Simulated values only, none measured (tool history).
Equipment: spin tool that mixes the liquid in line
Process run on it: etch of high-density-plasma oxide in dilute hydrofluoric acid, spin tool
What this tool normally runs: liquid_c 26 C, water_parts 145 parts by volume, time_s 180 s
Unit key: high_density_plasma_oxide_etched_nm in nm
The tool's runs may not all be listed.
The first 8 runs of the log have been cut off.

| run | day | liquid_c | water_parts | time_s | wafers since the last listed run | hours since the thermometer was replaced | hours since the hydrofluoric acid flow meter was replaced | hours since the gauge calibration | read-back film thickness of the high-density-plasma oxide reference wafer, read on the same gauge (nm) | high_density_plasma_oxide_etched_nm |
|---|---|---|---|---|---|---|---|---|---|---|
| 9 | 26.538 | 23.5 | 200 | 180 | 302 | 1565.8 | 642.8 | 3242.9 | 140.03 | 5.51 |
|  | 27.554 | hydrofluoric acid flow meter replaced |
| 10 | 29.596 | 31 | 120 | 235 | 319 | 1639.2 | 49 | 3316.3 | 140.05 | 16.92 |
| 11 | 32.692 | 26 | 145 | 180 | 327 | 1713.5 | 123.3 | 3390.6 | 140.01 | 8.71 |
| 12 | 36.825 | 26 | 145 | 180 | 437 | 1812.7 | 222.5 | 3489.8 | 139.98 | 8.77 |
| 13 | 38.533 | 26 | 145 | 180 | 180 | 1853.7 | 263.5 | 3530.8 | 140.01 | 8.76 |
| 14 | 40.175 | 26 | 145 | 180 | 173 | 1893.1 | 302.9 | 3570.2 | 139.98 | 8.75 |
|  | 42.542 | gauge calibrated |
| 15 | 51.825 | 30 | 145 | 285 | 1234 | 2172.7 | 582.5 | 222.8 | 140.03 | 16.37 |
| 16 | 54.471 | 26 | 195 | 270 | 280 | 2236.2 | 646 | 286.3 | 139.99 | 9.42 |
| 17 | 56.483 | 30 | 210 | 265 | 213 | 2284.5 | 694.3 | 334.6 | 140 | 9.77 |
| 18 | 58.275 | 26 | 145 | 180 | 189 | 2327.5 | 737.3 | 377.6 | 140.03 | 9 |
|  | 60.492 | hydrofluoric acid flow meter replaced |
| 19 | 61.679 | 26 | 165 | 265 | 356 | 2409.2 | 28.5 | 459.3 | 139.96 | 10.68 |
| 20 | 64.879 | 26 | 145 | 140 | 338 | 2486 | 105.3 | 536.1 | 139.99 | 6.63 |
| 21 | 68.425 | 30.5 | 200 | 85 | 375 | 2571.1 | 190.4 | 621.2 | 139.96 | 3.26 |
|  | 75.15 | thermometer replaced |
| 22 | 76.129 | 26 | 145 | 180 | 811 | 23.5 | 375.3 | 806.1 | 140.02 | 8.84 |
| 23 | 79.283 | 26 | 145 | 80 | 334 | 99.2 | 451 | 881.8 | 140.02 | 3.94 |
|  | 86.754 | hydrofluoric acid flow meter replaced |
| 24 | 91.758 | 26 | 145 | 220 | 1317 | 398.6 | 120.1 | 1181.2 | 139.98 | 10.63 |
| 25 | 94.496 | 29.5 | 170 | 150 | 289 | 464.3 | 185.8 | 1246.9 | 140.02 | 6.79 |
| 26 | 97.133 | 26 | 145 | 180 | 279 | 527.6 | 249.1 | 1310.2 | 140.01 | 8.68 |
| 27 | 99.15 | 26 | 145 | 180 | 213 | 576 | 297.5 | 1358.6 | 139.98 | 8.75 |
| 28 | 101.538 | 22.5 | 115 | 255 | 252 | 633.3 | 354.8 | 1415.9 | 139.97 | 14.16 |
| 29 | 103.796 | 27.5 | 145 | 80 | 239 | 687.5 | 409 | 1470.1 | 139.95 | 4.15 |
| 30 | 106.612 | 26 | 145 | 180 | 298 | 755.1 | 476.6 | 1537.7 | 140.03 | 8.85 |

Below are 5 alternative next runs, each starting from the tool's condition after run 30. Predict each:
| A | 106.633 | 31 | 145 | 180 | 2 | 755.6 | 477.1 | 1538.2 | ? | ? |
| B | 106.633 | 22 | 205 | 215 | 2 | 755.6 | 477.1 | 1538.2 | ? | ? |
| C | 106.633 | 28.5 | 120 | 265 | 2 | 755.6 | 477.1 | 1538.2 | ? | ? |
| D | 106.633 | 26 | 115 | 85 | 2 | 755.6 | 477.1 | 1538.2 | ? | ? |
| E | 106.633 | 26 | 190 | 120 | 2 | 755.6 | 477.1 | 1538.2 | ? | ? |

| run | read-back film thickness of the high-density-plasma oxide reference wafer, read on the same gauge (nm) | high_density_plasma_oxide_etched_nm |
|---|---|---|
| A | 140.02 | 10.6 |
| B | 140.02 | 6 |
| C | 140.02 | 17.77 |
| D | 140.02 | 5.44 |
| E | 140.02 | 4.26 |
Stripped of hidden state, with their random variation kept, the same runs would have yielded:
| run | high_density_plasma_oxide_etched_nm |
|---|---|
| A | 10.3 |
| B | 5.83 |
| C | 17.29 |
| D | 5.3 |
| E | 4.14 |

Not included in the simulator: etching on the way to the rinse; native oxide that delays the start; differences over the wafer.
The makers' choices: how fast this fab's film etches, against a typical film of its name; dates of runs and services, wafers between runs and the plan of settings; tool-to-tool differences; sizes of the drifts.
